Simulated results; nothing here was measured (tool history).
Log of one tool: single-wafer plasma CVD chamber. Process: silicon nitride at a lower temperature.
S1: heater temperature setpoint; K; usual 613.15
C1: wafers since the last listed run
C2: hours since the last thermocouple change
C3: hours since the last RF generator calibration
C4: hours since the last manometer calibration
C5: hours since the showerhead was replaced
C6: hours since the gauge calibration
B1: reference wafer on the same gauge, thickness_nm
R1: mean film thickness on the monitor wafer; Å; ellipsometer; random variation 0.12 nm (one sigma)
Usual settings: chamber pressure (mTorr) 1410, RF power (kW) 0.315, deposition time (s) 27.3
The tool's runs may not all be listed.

Run 1, day 0: usual settings; C1 0; C2 24.8; C3 243.6; C4 2315.4; C5 8.4; C6 716.1; B1 35.535. Result: R1 337.52 Å.
Run 2, day 3.05: usual settings; C1 1116; C2 98; C3 316.8; C4 2388.6; C5 81.6; C6 789.3; B1 35.534. Result: R1 337.33 Å.
Run 3, day 4.758: usual settings but RF power (kW) 0.36; C1 625; C2 139; C3 357.8; C4 2429.6; C5 122.6; C6 830.3; B1 35.483. Result: R1 377.57 Å.
Run 4, day 6.958: usual settings; C1 805; C2 191.8; C3 410.6; C4 2482.4; C5 175.4; C6 883.1; B1 35.492. Result: R1 337.77 Å.
Run 5, day 10.504: usual settings; C1 1297; C2 276.9; C3 495.7; C4 2567.5; C5 260.5; C6 968.2; B1 35.493. Result: R1 335.37 Å.
At day 17.754: capacitance manometer re-zeroed and calibrated.
Run 6, day 20.5: usual settings but S1 624.15 K, RF power (kW) 0.26; C1 3536; C2 516.8; C3 735.6; C4 65.9; C5 500.4; C6 1208.1; B1 35.519. Result: R1 273.66 Å.
Run 7, day 24.1: usual settings but RF power (kW) 0.275; C1 1317; C2 603.2; C3 822; C4 152.3; C5 586.8; C6 1294.5; B1 35.468. Result: R1 288.04 Å.
Run 8, day 27.558: usual settings; C1 1265; C2 686.2; C3 905; C4 235.3; C5 669.8; C6 1377.5; B1 35.442. Result: R1 325.83 Å.
At day 29.346: RF generator calibrated.
Run 9, day 31.183: usual settings but S1 627.15 K, RF power (kW) 0.285, deposition time (s) 28.9; C1 1204; C2 773.2; C3 44.1; C4 322.3; C5 756.8; C6 1464.5; B1 35.437. Result: R1 324.45 Å.
Run 10, day 34.9: usual settings but S1 608.15 K, RF power (kW) 0.29; C1 1360; C2 862.4; C3 133.3; C4 411.5; C5 846; C6 1553.7; B1 35.541. Result: R1 314.62 Å.
Run 11, day 37.158: usual settings but S1 617.15 K, chamber pressure (mTorr) 1240, RF power (kW) 0.265; C1 826; C2 916.6; C3 187.5; C4 465.7; C5 900.2; C6 1607.9; B1 35.523. Result: R1 278.48 Å.
Run 12, day 40.146: usual settings but chamber pressure (mTorr) 1110, RF power (kW) 0.29; C1 1093; C2 988.3; C3 259.2; C4 537.4; C5 971.9; C6 1679.6; B1 35.556. Result: R1 296.15 Å.
Run 13, day 42.317: usual settings but S1 627.15 K; C1 794; C2 1040.4; C3 311.3; C4 589.5; C5 1024; C6 1731.7; B1 35.561. Result: R1 331.46 Å.
Run 14, day 46.442: usual settings but chamber pressure (mTorr) 1160, deposition time (s) 25.6; C1 1509; C2 1139.4; C3 410.3; C4 688.5; C5 1123; C6 1830.7; B1 35.501. Result: R1 300.18 Å.
At day 46.867: thermocouple changed; heater temperature recalibrated.
Run 15, day 50.646: usual settings; C1 1416; C2 90.7; C3 511.2; C4 789.4; C5 1223.9; C6 1931.6; B1 35.519. Result: R1 331.09 Å.
Run 16, day 52.796: usual settings but deposition time (s) 30.2; C1 786; C2 142.3; C3 562.8; C4 841; C5 1275.5; C6 1983.2; B1 35.463. Result: R1 365.19 Å.
Run 17, day 56.883: usual settings but S1 623.15 K, RF power (kW) 0.375; C1 1495; C2 240.4; C3 660.9; C4 939.1; C5 1373.6; C6 2081.3; B1 35.528. Result: R1 377.69 Å.
Run 18, day 59.504: usual settings but RF power (kW) 0.365; C1 959; C2 303.3; C3 723.8; C4 1002; C5 1436.5; C6 2144.2; B1 35.52. Result: R1 373.85 Å.
Run 19, day 61.462: usual settings; C1 716; C2 350.3; C3 770.8; C4 1049; C5 1483.5; C6 2191.2; B1 35.477. Result: R1 332.34 Å.
Run 20, day 63.562: usual settings but chamber pressure (mTorr) 1160, deposition time (s) 25.6; C1 768; C2 400.7; C3 821.2; C4 1099.4; C5 1533.9; C6 2241.6; B1 35.491. Result: R1 296.92 Å.
Run 21, day 67.346: usual settings but S1 621.15 K, deposition time (s) 31.8; C1 1384; C2 491.5; C3 912; C4 1190.2; C5 1624.7; C6 2332.4; B1 35.523. Result: R1 380.87 Å.
At day 68.354: gauge calibrated.
Run 22, day 71.408: usual settings; C1 1486; C2 589; C3 1009.5; C4 1287.7; C5 1722.2; C6 73.3; B1 35.418. Result: R1 328.09 Å.
At day 75.338: RF generator calibrated.
Run 23, day 79.304: usual settings but chamber pressure (mTorr) 1160, deposition time (s) 25.6; C1 2767; C2 778.5; C3 95.2; C4 1477.2; C5 1911.7; C6 262.8; B1 35.522. Result: R1 305.37 Å.
Run 24, day 83.042: usual settings but S1 619.15 K; C1 1367; C2 868.2; C3 184.9; C4 1566.9; C5 2001.4; C6 352.5; B1 35.532. Result: R1 339.53 Å.
Run 25, day 85.392: usual settings but S1 627.15 K, chamber pressure (mTorr) 1110, RF power (kW) 0.345; C1 860; C2 924.6; C3 241.3; C4 1623.3; C5 2057.8; C6 408.9; B1 35.467. Result: R1 341.87 Å.
Run 26, day 88.6: usual settings but S1 604.15 K, RF power (kW) 0.36, deposition time (s) 23.7; C1 1174; C2 1001.6; C3 318.3; C4 1700.3; C5 2134.8; C6 485.9; B1 35.525. Result: R1 329.68 Å.
Run 27, day 91.575: usual settings but S1 618.15 K, RF power (kW) 0.265, deposition time (s) 22; C1 1088; C2 1073; C3 389.7; C4 1771.7; C5 2206.2; C6 557.3; B1 35.42. Result: R1 232.84 Å.
At day 94.967: thermocouple changed; heater temperature recalibrated.
Run 28, day 95.496: usual settings but S1 618.15 K, chamber pressure (mTorr) 1080; C1 1312; C2 12.7; C3 483.8; C4 1865.8; C5 2300.3; C6 651.4; B1 35.493. Result: R1 314.85 Å.
Run 29, day 98.358: usual settings but S1 619.15 K; C1 1047; C2 81.4; C3 552.5; C4 1934.5; C5 2369; C6 720.1; B1 35.486. Result: R1 335.28 Å.

How the hidden state differs across the entries between the runs, from the last listed run before each to the first after it:
Between runs 5 and 6: capacitance manometer re-zeroed and calibrated (day 17.754)
  delivered RF power above the setpoint (%): -2.8 -> -3.85; true pressure above the setpoint (%): 7.96 -> 0.76
  measured less the result without the state, R1: -2.21 -> -9.36 Å
Between runs 8 and 9: RF generator calibrated (day 29.346)
  delivered RF power above the setpoint (%): -4.6 -> -0.75; true pressure above the setpoint (%): 2.13 -> 2.74
  measured less the result without the state, R1: -11.69 -> -0.13 Å
Between runs 14 and 15: thermocouple changed; heater temperature recalibrated (day 46.867)
  delivered RF power above the setpoint (%): -2.36 -> -2.81; true pressure above the setpoint (%): 4.72 -> 5.14
  measured less the result without the state, R1: -2.84 -> -4.22 Å
Between runs 21 and 22: gauge calibrated (day 68.354)
  delivered RF power above the setpoint (%): -4.57 -> -5; true pressure above the setpoint (%): 6.4 -> 6.62
  measured less the result without the state, R1: -9.92 -> -9.71 Å
Between runs 22 and 23: RF generator calibrated (day 75.338)
  delivered RF power above the setpoint (%): -5 -> -0.521; true pressure above the setpoint (%): 6.62 -> 7
  measured less the result without the state, R1: -9.71 -> +3.44 Å
Between runs 27 and 28: thermocouple changed; heater temperature recalibrated (day 94.967)
  delivered RF power above the setpoint (%): -1.82 -> -2.23; true pressure above the setpoint (%): 7.45 -> 7.56
  measured less the result without the state, R1: -0.04 -> -0.62 Å

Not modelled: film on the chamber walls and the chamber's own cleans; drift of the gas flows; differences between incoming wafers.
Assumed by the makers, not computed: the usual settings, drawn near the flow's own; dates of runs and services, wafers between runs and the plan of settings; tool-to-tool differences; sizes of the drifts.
